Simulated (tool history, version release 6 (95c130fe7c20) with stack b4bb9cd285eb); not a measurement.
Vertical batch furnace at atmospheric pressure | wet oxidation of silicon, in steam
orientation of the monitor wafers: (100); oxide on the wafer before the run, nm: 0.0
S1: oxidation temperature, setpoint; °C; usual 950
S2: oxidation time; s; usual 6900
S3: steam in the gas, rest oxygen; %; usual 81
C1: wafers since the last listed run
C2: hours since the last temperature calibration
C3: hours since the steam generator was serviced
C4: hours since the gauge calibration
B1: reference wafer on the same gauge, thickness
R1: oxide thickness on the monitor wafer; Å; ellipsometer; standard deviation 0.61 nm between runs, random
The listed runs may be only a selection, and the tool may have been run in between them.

run	hour	S1	S2	S3	C1	C2	C3	C4	B1	R1
1	0	950	6900	81	0	4314	1776.9	63.9	480.86	3848.7
2	20.8	950	6900	81	326	4334.8	1797.7	84.7	480.89	3839.4
3	29.6	950	6900	78	138	4343.6	1806.5	93.5	480.92	3724.9
4	50.1	950	6900	78	321	4364.1	1827	114	481	3726.4
5	63	950	6900	78	202	4377	1839.9	126.9	481.04	3714.2
6	80	950	6900	81	266	4394	1856.9	143.9	480.96	3835.1
# hour 106.7: gauge calibrated
# hour 116: thermocouples replaced and temperature profile calibrated
7	116.5	950	6900	81	196	0.5	1893.4	9.8	481.08	3821.1
8	162	970	5280	76	714	46	1938.9	55.3	480.86	3543.3
# hour 192: steam generator serviced
9	192.5	928	9300	81	102	76.5	0.5	85.8	480.89	4171.1
10	198.1	950	6900	81	87	82.1	6.1	91.4	481.03	4033.1
11	207.6	950	6900	81	149	91.6	15.6	100.9	481	4031.5
12	226.2	927	9630	78	292	110.2	34.2	119.5	480.89	4110.9
13	235.2	959	4770	88	141	119.2	43.2	128.5	480.87	3531.6
14	258.1	938	4350	81	359	142.1	66.1	151.4	480.91	2506.2

State the hidden condition of the tool at each of the runs:
true tube temperature minus thermocouple reading, K: 0 across all the runs
gauge reads high (%): 0 across all the runs
H1: steam share off its setpoint, % of the setpoint
run	H1
1	-6.64
2	-6.79
3	-6.85
4	-7
5	-7.1
6	-7.22
7	-7.49
8	-7.84
9	-0.442
10	-0.442
11	-0.443
12	-0.445
13	-0.446
14	-0.451
